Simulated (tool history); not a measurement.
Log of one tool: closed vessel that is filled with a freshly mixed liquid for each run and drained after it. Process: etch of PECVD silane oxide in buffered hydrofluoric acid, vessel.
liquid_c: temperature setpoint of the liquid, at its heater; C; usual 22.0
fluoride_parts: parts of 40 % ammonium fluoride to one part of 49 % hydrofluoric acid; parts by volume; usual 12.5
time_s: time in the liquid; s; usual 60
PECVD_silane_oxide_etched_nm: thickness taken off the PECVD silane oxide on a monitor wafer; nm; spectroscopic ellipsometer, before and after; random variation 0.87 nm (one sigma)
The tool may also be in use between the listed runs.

run,hour,liquid_c,fluoride_parts,time_s,wafers since the last listed run,hours since the thermometer was replaced,hours since the hydrofluoric acid flow meter was replaced,hours since the gauge calibration,"read-back film thickness of the PECVD silane oxide reference wafer, read on the same gauge (nm)",PECVD_silane_oxide_etched_nm
1,0.0,22.0,12.5,60,0,2591.1,2130.1,520.4,149.98,98.96
2,24.5,22.0,12.5,35,2027,2615.6,2154.6,544.9,150.00,57.48
3,42.5,22.0,12.5,60,1489,2633.6,2172.6,562.9,149.96,99.09
4,61.9,22.0,12.5,60,1605,2653.0,2192.0,582.3,150.04,98.12
5,74.5,22.0,12.5,60,1042,2665.6,2204.6,594.9,150.00,98.87
6,92.4,22.0,9.0,45,1481,2683.5,2222.5,612.8,150.01,98.43
7,122.2,22.0,9.0,45,2465,2713.3,2252.3,642.6,150.01,99.01
8,145.7,22.0,9.0,45,1944,2736.8,2275.8,666.1,150.01,98.36
9,252.8,22.0,12.5,60,8862,2843.9,2382.9,773.2,150.00,97.61
10,278.5,22.0,12.5,60,2126,2869.6,2408.6,798.9,150.00,95.95
# hour 293.8: hydrofluoric acid flow meter replaced
11,294.3,22.0,16.5,60,1224,2885.4,0.5,814.7,150.01,73.75
12,319.8,20.5,12.5,60,2110,2910.9,26.0,840.2,150.00,89.01
13,343.9,22.0,12.5,90,1994,2935.0,50.1,864.3,150.00,142.64
14,364.5,22.0,12.5,60,1704,2955.6,70.7,884.9,149.99,96.90
15,378.2,22.0,12.5,60,1133,2969.3,84.4,898.6,149.97,96.00
16,434.9,22.0,12.5,60,4692,3026.0,141.1,955.3,150.00,97.59
17,469.1,22.0,12.5,60,2830,3060.2,175.3,989.5,150.01,95.74
# hour 528.5: thermometer replaced
18,532.7,22.0,10.5,40,5180,4.2,238.9,1053.1,149.99,87.92
19,571.6,22.0,16.5,60,3219,43.1,277.8,1092.0,150.02,84.66
# hour 592.2: gauge calibrated
20,603.6,22.0,15.0,75,2648,75.1,309.8,11.4,150.01,115.16
21,632.6,24.5,17.5,60,2399,104.1,338.8,40.4,149.99,90.03
22,661.6,22.0,8.0,60,2399,133.1,367.8,69.4,149.99,167.35
23,687.0,20.0,17.0,90,2101,158.5,393.2,94.8,150.00,109.18
24,721.8,22.0,12.5,60,2879,193.3,428.0,129.6,149.98,107.75
25,743.0,18.0,10.0,80,1754,214.5,449.2,150.8,150.00,146.42
26,765.6,18.0,12.5,60,1870,237.1,471.8,173.4,149.99,86.99
27,798.8,22.0,14.0,60,2747,270.3,505.0,206.6,149.99,97.77
28,822.8,24.0,8.0,70,1986,294.3,529.0,230.6,149.97,216.43
29,841.6,22.0,17.0,95,1555,313.1,547.8,249.4,149.98,126.99
30,865.7,22.0,16.5,50,1994,337.2,571.9,273.5,150.00,69.12
31,899.5,22.0,12.5,60,2797,371.0,605.7,307.3,149.99,109.60
32,916.5,22.0,9.5,35,1406,388.0,622.7,324.3,149.98,81.15

How the hidden state differs across the entries between the runs, from the last listed run before each to the first after it:
Between runs 10 and 11: hydrofluoric acid flow meter replaced (hour 293.8)
  liquid colder than its thermometer reads (K): 2.59 -> 2.6
  measured less the result without the state, PECVD_silane_oxide_etched_nm: -14.91 -> -11.52 nm
Between runs 17 and 18: thermometer replaced (hour 528.5)
  liquid colder than its thermometer reads (K): 2.75 -> 0.275
  measured less the result without the state, PECVD_silane_oxide_etched_nm: -15.88 -> -1.37 nm
Between runs 19 and 20: gauge calibrated (hour 592.2)
  liquid colder than its thermometer reads (K): 0.309 -> 0.336
  measured less the result without the state, PECVD_silane_oxide_etched_nm: -1.46 -> -2.19 nm
